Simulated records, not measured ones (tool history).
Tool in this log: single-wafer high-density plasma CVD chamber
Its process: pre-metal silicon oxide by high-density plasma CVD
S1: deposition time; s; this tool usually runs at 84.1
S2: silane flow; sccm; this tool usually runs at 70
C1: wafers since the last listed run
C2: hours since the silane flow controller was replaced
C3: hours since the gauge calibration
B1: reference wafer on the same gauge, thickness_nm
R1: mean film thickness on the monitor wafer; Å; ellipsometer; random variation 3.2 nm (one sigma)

run,day,S1,S2,C1,C2,C3,B1,R1
1,0.000,84.1,70,0,3879.7,347.0,684.584,5815.51
2,2.300,94.2,77,444,3934.9,402.2,684.171,7133.41
3,4.992,84.1,70,520,3999.5,466.8,680.461,5729.01
4,6.725,84.1,70,335,4041.1,508.4,679.380,5741.55
# day 10.612: silane flow controller replaced
5,11.496,84.1,70,857,21.2,622.9,674.954,5676.43
6,12.638,84.1,70,220,48.6,650.3,673.816,5680.58
7,15.233,84.1,70,501,110.9,712.6,669.895,5653.59
8,17.967,84.1,70,528,176.5,778.2,665.568,5563.41
9,19.838,97.9,60,361,221.4,823.1,666.307,5557.94
# day 20.517: gauge calibrated
10,21.350,84.1,70,292,257.7,20.0,688.863,5791.26
11,22.458,100.8,78,214,284.3,46.6,687.857,7762.06
12,24.654,78.0,76,424,337.0,99.3,687.978,5828.54
13,25.675,84.1,70,197,361.5,123.8,686.088,5861.12
14,28.100,84.1,70,468,419.7,182.0,688.140,5731.61
15,29.954,70.8,58,358,464.2,226.5,687.301,4068.93
16,32.883,74.8,70,566,534.5,296.8,684.746,5142.31

4 options for the next run, each taken on its own from the tool as it stands now. Forecast them:
A,32.900,84.1,70,3,534.9,297.2,?,?
B,32.900,95.3,79,3,534.9,297.2,?,?
C,32.900,69.9,60,3,534.9,297.2,?,?
D,32.900,79.3,70,3,534.9,297.2,?,?

run,B1,R1
A,685.167,5789.41
B,685.167,7403.90
C,685.167,4124.48
D,685.167,5458.98
Take away the tool's hidden state, keep each run's random variation, and the runs would have read:
run,R1
A,5805.11
B,7423.98
C,4135.66
D,5473.79
